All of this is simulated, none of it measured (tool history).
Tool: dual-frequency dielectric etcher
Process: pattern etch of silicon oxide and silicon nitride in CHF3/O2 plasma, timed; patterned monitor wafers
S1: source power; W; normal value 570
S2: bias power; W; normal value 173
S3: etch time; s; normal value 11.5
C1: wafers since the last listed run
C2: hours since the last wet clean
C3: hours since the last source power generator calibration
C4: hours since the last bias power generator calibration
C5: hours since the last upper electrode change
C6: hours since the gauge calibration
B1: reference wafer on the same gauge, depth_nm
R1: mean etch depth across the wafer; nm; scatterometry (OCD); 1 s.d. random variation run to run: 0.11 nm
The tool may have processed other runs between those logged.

| run | hour | S1 | S2 | S3 | C1 | C2 | C3 | C4 | C5 | C6 | B1 | R1 |
|---|---|---|---|---|---|---|---|---|---|---|---|---|
| 1 | 0.0 | 570 | 173 | 11.5 | 0 | 539.6 | 4184.3 | 3446.5 | 1945.6 | 1775.4 | 12.89 | 15.81 |
|  | 42.1 | bias power generator calibrated |
| 2 | 63.9 | 570 | 173 | 11.5 | 752 | 603.5 | 4248.2 | 21.8 | 2009.5 | 1839.3 | 12.91 | 15.43 |
|  | 154.6 | wet clean of the chamber |
| 3 | 155.1 | 570 | 173 | 11.5 | 844 | 0.5 | 4339.4 | 113.0 | 2100.7 | 1930.5 | 12.88 | 15.39 |
| 4 | 298.0 | 570 | 173 | 11.5 | 1795 | 143.4 | 4482.3 | 255.9 | 2243.6 | 2073.4 | 12.90 | 15.38 |
| 5 | 378.1 | 570 | 173 | 11.5 | 1006 | 223.5 | 4562.4 | 336.0 | 2323.7 | 2153.5 | 12.92 | 15.45 |
| 6 | 451.8 | 570 | 173 | 11.5 | 926 | 297.2 | 4636.1 | 409.7 | 2397.4 | 2227.2 | 12.89 | 15.23 |
| 7 | 505.4 | 570 | 173 | 11.5 | 673 | 350.8 | 4689.7 | 463.3 | 2451.0 | 2280.8 | 12.91 | 15.39 |
|  | 516.5 | bias power generator calibrated, repeated, since the last time left the tool worse |
| 8 | 611.2 | 570 | 173 | 11.5 | 1279 | 456.6 | 4795.5 | 94.7 | 2556.8 | 2386.6 | 12.92 | 15.88 |
| 9 | 665.9 | 470 | 173 | 11.5 | 687 | 511.3 | 4850.2 | 149.4 | 2611.5 | 2441.3 | 12.91 | 14.74 |
| 10 | 721.1 | 480 | 145 | 9.0 | 693 | 566.5 | 4905.4 | 204.6 | 2666.7 | 2496.5 | 12.92 | 10.56 |
| 11 | 786.3 | 520 | 173 | 11.5 | 819 | 631.7 | 4970.6 | 269.8 | 2731.9 | 2561.7 | 12.90 | 15.37 |
|  | 834.9 | wet clean of the chamber |
| 12 | 889.7 | 610 | 159 | 9.0 | 997 | 54.8 | 5074.0 | 373.2 | 2835.3 | 2665.1 | 12.89 | 12.20 |
|  | 946.6 | source power generator calibrated |
| 13 | 957.5 | 520 | 173 | 14.0 | 801 | 122.6 | 10.9 | 441.0 | 2903.1 | 2732.9 | 12.89 | 18.73 |
|  | 1013.4 | upper electrode replaced |
| 14 | 1034.7 | 530 | 173 | 13.0 | 668 | 199.8 | 88.1 | 518.2 | 21.3 | 2810.1 | 12.88 | 17.53 |
| 15 | 1130.9 | 570 | 173 | 11.5 | 1208 | 296.0 | 184.3 | 614.4 | 117.5 | 2906.3 | 12.90 | 15.75 |
| 16 | 1237.1 | 570 | 173 | 11.5 | 1334 | 402.2 | 290.5 | 720.6 | 223.7 | 3012.5 | 12.90 | 15.75 |
| 17 | 1329.2 | 630 | 157 | 14.0 | 1157 | 494.3 | 382.6 | 812.7 | 315.8 | 3104.6 | 12.90 | 19.23 |
| 18 | 1432.7 | 570 | 155 | 14.5 | 1300 | 597.8 | 486.1 | 916.2 | 419.3 | 3208.1 | 12.89 | 18.77 |
|  | 1475.1 | gauge calibrated |
|  | 1487.0 | wet clean of the chamber |
| 19 | 1513.9 | 570 | 173 | 11.5 | 718 | 26.9 | 567.3 | 997.4 | 500.5 | 38.8 | 12.91 | 15.81 |
| 20 | 1564.7 | 570 | 185 | 11.5 | 638 | 77.7 | 618.1 | 1048.2 | 551.3 | 89.6 | 12.90 | 16.36 |
| 21 | 1815.3 | 490 | 173 | 11.5 | 3149 | 328.3 | 868.7 | 1298.8 | 801.9 | 340.2 | 12.90 | 14.92 |
| 22 | 1872.1 | 570 | 173 | 13.5 | 713 | 385.1 | 925.5 | 1355.6 | 858.7 | 397.0 | 12.88 | 18.67 |
| 23 | 2002.4 | 690 | 154 | 13.0 | 1637 | 515.4 | 1055.8 | 1485.9 | 989.0 | 527.3 | 12.93 | 18.09 |
| 24 | 2044.7 | 480 | 145 | 9.0 | 531 | 557.7 | 1098.1 | 1528.2 | 1031.3 | 569.6 | 12.90 | 10.50 |
|  | 2107.7 | wet clean of the chamber |
| 25 | 2108.2 | 570 | 173 | 11.5 | 496 | 0.5 | 1161.6 | 1591.7 | 1094.8 | 633.1 | 12.90 | 15.71 |
| 26 | 2157.2 | 570 | 147 | 11.5 | 615 | 49.5 | 1210.6 | 1640.7 | 1143.8 | 682.1 | 12.88 | 14.45 |
| 27 | 2221.7 | 480 | 173 | 10.5 | 810 | 114.0 | 1275.1 | 1705.2 | 1208.3 | 746.6 | 12.89 | 13.51 |
| 28 | 2279.6 | 460 | 207 | 11.5 | 727 | 171.9 | 1333.0 | 1763.1 | 1266.2 | 804.5 | 12.87 | 15.84 |
| 29 | 2372.5 | 460 | 173 | 10.0 | 1167 | 264.8 | 1425.9 | 1856.0 | 1359.1 | 897.4 | 12.91 | 12.60 |
| 30 | 2438.1 | 570 | 173 | 11.5 | 824 | 330.4 | 1491.5 | 1921.6 | 1424.7 | 963.0 | 12.87 | 15.89 |

Give the tool's hidden conditions for every run:
etch rate over this chamber's usual, %: 0, the same for each run
source power that arrives over what is set, %: 0, the same for each run
gauge reads high (%): 0, the same for each run
H1: bias power that arrives over what is set, %
| run | H1 |
|---|---|
| 1 | -2.85 |
| 2 | -5.67 |
| 3 | -5.86 |
| 4 | -6.14 |
| 5 | -6.28 |
| 6 | -6.4 |
| 7 | -6.49 |
| 8 | 0.0543 |
| 9 | -0.0554 |
| 10 | -0.162 |
| 11 | -0.282 |
| 12 | -0.461 |
| 13 | -0.571 |
| 14 | -0.69 |
| 15 | -0.829 |
| 16 | -0.971 |
| 17 | -1.09 |
| 18 | -1.21 |
| 19 | -1.29 |
| 20 | -1.35 |
| 21 | -1.58 |
| 22 | -1.62 |
| 23 | -1.72 |
| 24 | -1.75 |
| 25 | -1.8 |
| 26 | -1.83 |
| 27 | -1.87 |
| 28 | -1.91 |
| 29 | -1.96 |
| 30 | -2 |
